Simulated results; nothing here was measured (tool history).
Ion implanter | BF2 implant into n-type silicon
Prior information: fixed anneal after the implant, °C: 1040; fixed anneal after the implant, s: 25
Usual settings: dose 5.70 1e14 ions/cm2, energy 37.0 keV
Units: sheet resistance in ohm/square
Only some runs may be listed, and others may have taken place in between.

| run | hour | dose | energy | read-back reference wafer on the same gauge, sheet resistance | sheet resistance |
|---|---|---|---|---|---|
| 1 | 0.0 | 5.23 | 37.0 | 204.92 | 221.10 |
| 2 | 31.9 | 5.70 | 37.0 | 204.98 | 205.94 |
| 3 | 62.9 | 5.70 | 37.0 | 205.10 | 206.30 |
| 4 | 95.0 | 5.70 | 37.0 | 204.97 | 207.51 |
| 5 | 107.2 | 5.70 | 37.0 | 204.93 | 207.60 |
| 6 | 132.0 | 5.70 | 37.0 | 205.04 | 207.83 |
| 7 | 149.4 | 5.70 | 37.0 | 205.11 | 206.86 |
| 8 | 176.1 | 6.51 | 28.5 | 205.05 | 188.74 |
| 9 | 196.6 | 6.51 | 28.5 | 204.95 | 189.89 |
|  | 204.9 | gauge calibrated |
| 10 | 210.3 | 6.51 | 28.5 | 205.04 | 190.40 |
| 11 | 227.5 | 5.70 | 37.0 | 204.94 | 207.06 |
| 12 | 244.9 | 5.70 | 37.0 | 204.90 | 206.47 |
| 13 | 272.7 | 5.70 | 37.0 | 204.98 | 207.96 |
| 14 | 366.7 | 5.70 | 37.0 | 205.08 | 207.70 |
|  | 375.0 | extraction supply calibrated |
| 15 | 386.2 | 5.70 | 37.0 | 204.99 | 206.92 |
| 16 | 405.3 | 5.70 | 48.5 | 205.12 | 203.05 |
| 17 | 434.6 | 5.70 | 37.0 | 205.00 | 207.99 |
| 18 | 470.0 | 4.48 | 42.5 | 205.11 | 254.14 |
| 19 | 484.7 | 5.70 | 37.0 | 205.14 | 209.04 |
| 20 | 510.3 | 6.43 | 25.5 | 205.01 | 196.07 |
| 21 | 573.9 | 6.63 | 43.0 | 204.92 | 180.01 |
| 22 | 593.7 | 4.12 | 28.5 | 205.00 | 282.70 |
| 23 | 620.7 | 7.21 | 37.0 | 204.96 | 171.01 |
|  | 648.6 | Faraday cup replaced and dose calibrated |
| 24 | 649.1 | 5.70 | 37.0 | 205.10 | 207.01 |
| 25 | 664.3 | 5.70 | 37.0 | 205.00 | 206.32 |
| 26 | 678.9 | 6.33 | 37.0 | 204.95 | 189.15 |
| 27 | 709.7 | 5.70 | 37.0 | 205.04 | 206.45 |
| 28 | 724.3 | 5.70 | 45.5 | 205.03 | 204.86 |
| 29 | 740.3 | 4.19 | 47.5 | 204.90 | 264.73 |
| 30 | 806.6 | 7.07 | 44.5 | 204.81 | 167.98 |
| 31 | 825.2 | 4.23 | 37.0 | 204.95 | 268.37 |
| 32 | 837.9 | 6.63 | 43.0 | 205.00 | 178.49 |
| 33 | 865.9 | 4.54 | 30.0 | 205.03 | 255.36 |
| 34 | 878.0 | 5.70 | 37.0 | 204.91 | 207.46 |
| 35 | 897.5 | 6.26 | 30.0 | 204.91 | 193.83 |
| 36 | 918.2 | 5.70 | 37.0 | 205.04 | 208.06 |
| 37 | 944.3 | 5.70 | 44.0 | 205.12 | 205.27 |

Each row is a separate what-if for the run after 37, all from the same tool condition, not one after another. Results?
| A | 944.7 | 5.70 | 37.0 | ? | ? |
| B | 944.7 | 4.10 | 44.5 | ? | ? |
| C | 944.7 | 5.25 | 42.5 | ? | ? |
| D | 944.7 | 4.51 | 45.5 | ? | ? |

| run | read-back reference wafer on the same gauge, sheet resistance | sheet resistance |
|---|---|---|
| A | 205.08 | 206.42 |
| B | 205.08 | 269.17 |
| C | 205.08 | 219.22 |
| D | 205.08 | 248.07 |
With no hidden state in the tool, these same runs would have given:
| run | sheet resistance |
|---|---|
| A | 205.36 |
| B | 267.84 |
| C | 218.10 |
| D | 246.83 |

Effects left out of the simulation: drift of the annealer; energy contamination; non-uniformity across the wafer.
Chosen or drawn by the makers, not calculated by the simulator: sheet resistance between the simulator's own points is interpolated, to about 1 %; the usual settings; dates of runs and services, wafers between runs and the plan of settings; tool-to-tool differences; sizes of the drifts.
